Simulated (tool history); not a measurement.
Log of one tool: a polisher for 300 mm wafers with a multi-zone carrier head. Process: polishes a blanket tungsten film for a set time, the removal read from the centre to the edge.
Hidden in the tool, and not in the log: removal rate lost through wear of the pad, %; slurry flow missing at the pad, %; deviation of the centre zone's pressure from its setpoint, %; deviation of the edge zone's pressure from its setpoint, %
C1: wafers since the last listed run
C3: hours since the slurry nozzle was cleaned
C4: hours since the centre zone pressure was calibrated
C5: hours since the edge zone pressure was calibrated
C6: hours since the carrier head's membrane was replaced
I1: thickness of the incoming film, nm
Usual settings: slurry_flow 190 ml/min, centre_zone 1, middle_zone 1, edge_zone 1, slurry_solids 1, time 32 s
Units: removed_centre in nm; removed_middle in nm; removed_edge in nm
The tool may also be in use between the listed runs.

run 1 hour=0 | slurry_flow=190 centre_zone=1 middle_zone=1 edge_zone=1 slurry_solids=0.75 time=35 | C1=0 wafers_polished_on_this_pad=3755 C3=215.2 C4=350.6 C5=335.6 C6=345 | I1=1332.6 | removed_centre=183.1 removed_middle=186.2 removed_edge=181.7
run 2 hour=44.3 | slurry_flow=190 centre_zone=1 middle_zone=1 edge_zone=0.94 slurry_solids=0.8 time=42 | C1=665 wafers_polished_on_this_pad=4421 C3=259.5 C4=394.9 C5=379.9 C6=389.3 | I1=1337.9 | removed_centre=224.8 removed_middle=225.8 removed_edge=215.3
run 3 hour=87.7 | slurry_flow=160 centre_zone=1 middle_zone=0.94 edge_zone=1.06 slurry_solids=1.1 time=32 | C1=652 wafers_polished_on_this_pad=5073 C3=302.9 C4=438.3 C5=423.3 C6=432.7 | I1=1341.2 | removed_centre=175.3 removed_middle=168.8 removed_edge=180
-- hour=162 worn pad replaced by a new one
-- hour=201.8 centre zone pressure recalibrated
run 4 hour=202.2 | slurry_flow=190 centre_zone=1 middle_zone=1 edge_zone=1 slurry_solids=1 time=32 | C1=1630 wafers_polished_on_this_pad=573 C3=417.4 C4=0.4 C5=537.8 C6=547.2 | I1=1345.4 | removed_centre=176.6 removed_middle=179.4 removed_edge=173.1
-- hour=257.4 slurry nozzle cleaned
run 5 hour=259.7 | slurry_flow=190 centre_zone=1 middle_zone=1 edge_zone=0.94 slurry_solids=1 time=32 | C1=849 wafers_polished_on_this_pad=1422 C3=2.3 C4=57.9 C5=595.3 C6=604.7 | I1=1340.2 | removed_centre=186.5 removed_middle=185.5 removed_edge=176.7
run 6 hour=311 | slurry_flow=190 centre_zone=1 middle_zone=1 edge_zone=1 slurry_solids=1 time=32 | C1=770 wafers_polished_on_this_pad=2193 C3=53.6 C4=109.2 C5=646.6 C6=656 | I1=1328.5 | removed_centre=182 removed_middle=185 removed_edge=180.4
run 7 hour=355.4 | slurry_flow=190 centre_zone=1 middle_zone=1 edge_zone=0.89 slurry_solids=1 time=43 | C1=667 wafers_polished_on_this_pad=2861 C3=98 C4=153.6 C5=691 C6=700.4 | I1=1308.5 | removed_centre=242.3 removed_middle=248 removed_edge=230.6
run 8 hour=422.4 | slurry_flow=190 centre_zone=0.92 middle_zone=1.05 edge_zone=1.04 slurry_solids=1.3 time=32 | C1=1006 wafers_polished_on_this_pad=3868 C3=165 C4=220.6 C5=758 C6=767.4 | I1=1336.6 | removed_centre=174.6 removed_middle=201.9 removed_edge=192.8
-- hour=445.5 edge zone pressure recalibrated
run 9 hour=469.9 | slurry_flow=190 centre_zone=0.92 middle_zone=1 edge_zone=1 slurry_solids=1 time=32 | C1=683 wafers_polished_on_this_pad=4551 C3=212.5 C4=268.1 C5=24.4 C6=814.9 | I1=1324.8 | removed_centre=166 removed_middle=183.4 removed_edge=175.8
run 10 hour=501 | slurry_flow=190 centre_zone=1 middle_zone=1 edge_zone=1 slurry_solids=1 time=32 | C1=467 wafers_polished_on_this_pad=5019 C3=243.6 C4=299.2 C5=55.5 C6=846 | I1=1311.7 | removed_centre=180.1 removed_middle=182.9 removed_edge=177.1
run 11 hour=546.5 | slurry_flow=155 centre_zone=1 middle_zone=1.12 edge_zone=0.95 slurry_solids=1 time=32 | C1=683 wafers_polished_on_this_pad=5703 C3=289.1 C4=344.7 C5=101 C6=891.5 | I1=1318.9 | removed_centre=170.4 removed_middle=192.5 removed_edge=171.5
run 12 hour=575.8 | slurry_flow=170 centre_zone=1 middle_zone=0.88 edge_zone=1 slurry_solids=1 time=29 | C1=440 wafers_polished_on_this_pad=6143 C3=318.4 C4=374 C5=130.3 C6=920.8 | I1=1342.6 | removed_centre=158.3 removed_middle=146.1 removed_edge=157.4
run 13 hour=599.9 | slurry_flow=245 centre_zone=1 middle_zone=1 edge_zone=1 slurry_solids=1 time=32 | C1=362 wafers_polished_on_this_pad=6505 C3=342.5 C4=398.1 C5=154.4 C6=944.9 | I1=1332.5 | removed_centre=186.7 removed_middle=186.2 removed_edge=180.6
run 14 hour=642.4 | slurry_flow=190 centre_zone=1 middle_zone=1 edge_zone=0.92 slurry_solids=1.15 time=32 | C1=638 wafers_polished_on_this_pad=7144 C3=385 C4=440.6 C5=196.9 C6=987.4 | I1=1326.8 | removed_centre=182.8 removed_middle=185.9 removed_edge=174.9
-- hour=656.2 slurry nozzle cleaned
-- hour=670.5 worn pad replaced by a new one
run 15 hour=671.7 | slurry_flow=190 centre_zone=1 middle_zone=1 edge_zone=0.89 slurry_solids=1.2 time=37 | C1=365 wafers_polished_on_this_pad=18 C3=15.5 C4=469.9 C5=226.2 C6=1016.7 | I1=1346.3 | removed_centre=221.5 removed_middle=222.5 removed_edge=204.4
-- hour=698.4 centre zone pressure recalibrated
run 16 hour=714.3 | slurry_flow=230 centre_zone=0.96 middle_zone=1 edge_zone=0.91 slurry_solids=1 time=39 | C1=610 wafers_polished_on_this_pad=628 C3=58.1 C4=15.9 C5=268.8 C6=1059.3 | I1=1339.2 | removed_centre=219.2 removed_middle=232.9 removed_edge=214.1
run 17 hour=739.4 | slurry_flow=190 centre_zone=1 middle_zone=1 edge_zone=1 slurry_solids=1 time=32 | C1=377 wafers_polished_on_this_pad=1006 C3=83.2 C4=41 C5=293.9 C6=1084.4 | I1=1334.4 | removed_centre=180.7 removed_middle=182.2 removed_edge=178.5
run 18 hour=768 | slurry_flow=190 centre_zone=1 middle_zone=0.94 edge_zone=1 slurry_solids=1 time=32 | C1=429 wafers_polished_on_this_pad=1435 C3=111.8 C4=69.6 C5=322.5 C6=1113 | I1=1340.4 | removed_centre=180.4 removed_middle=176.8 removed_edge=178.4
run 19 hour=815.2 | slurry_flow=190 centre_zone=1 middle_zone=1 edge_zone=0.9 slurry_solids=0.85 time=32 | C1=709 wafers_polished_on_this_pad=2145 C3=159 C4=116.8 C5=369.7 C6=1160.2 | I1=1330.7 | removed_centre=177.1 removed_middle=175.7 removed_edge=165.7
run 20 hour=856.6 | slurry_flow=190 centre_zone=1 middle_zone=1 edge_zone=1 slurry_solids=0.8 time=32 | C1=622 wafers_polished_on_this_pad=2767 C3=200.4 C4=158.2 C5=411.1 C6=1201.6 | I1=1333.3 | removed_centre=171.1 removed_middle=173.2 removed_edge=171.8
run 21 hour=892.7 | slurry_flow=190 centre_zone=1 middle_zone=1 edge_zone=1 slurry_solids=1 time=32 | C1=542 wafers_polished_on_this_pad=3310 C3=236.5 C4=194.3 C5=447.2 C6=1237.7 | I1=1307.6 | removed_centre=182.8 removed_middle=180.4 removed_edge=179.8

Run 22 comes next. What will it give?
run 22 hour=942 | slurry_flow=190 centre_zone=1.1 middle_zone=1 edge_zone=1 slurry_solids=1.25 time=22 | C1=740 wafers_polished_on_this_pad=4051 C3=285.8 C4=243.6 C5=496.5 C6=1287 | I1=1303.8 | removed_centre=? removed_middle=? removed_edge=?

removed_centre: 141.6 nm
removed_middle: 131.9 nm
removed_edge: 127.2 nm
Without the tool's hidden state the same run would have given removed_centre 146.5 nm, removed_middle 136 nm, removed_edge 130 nm.
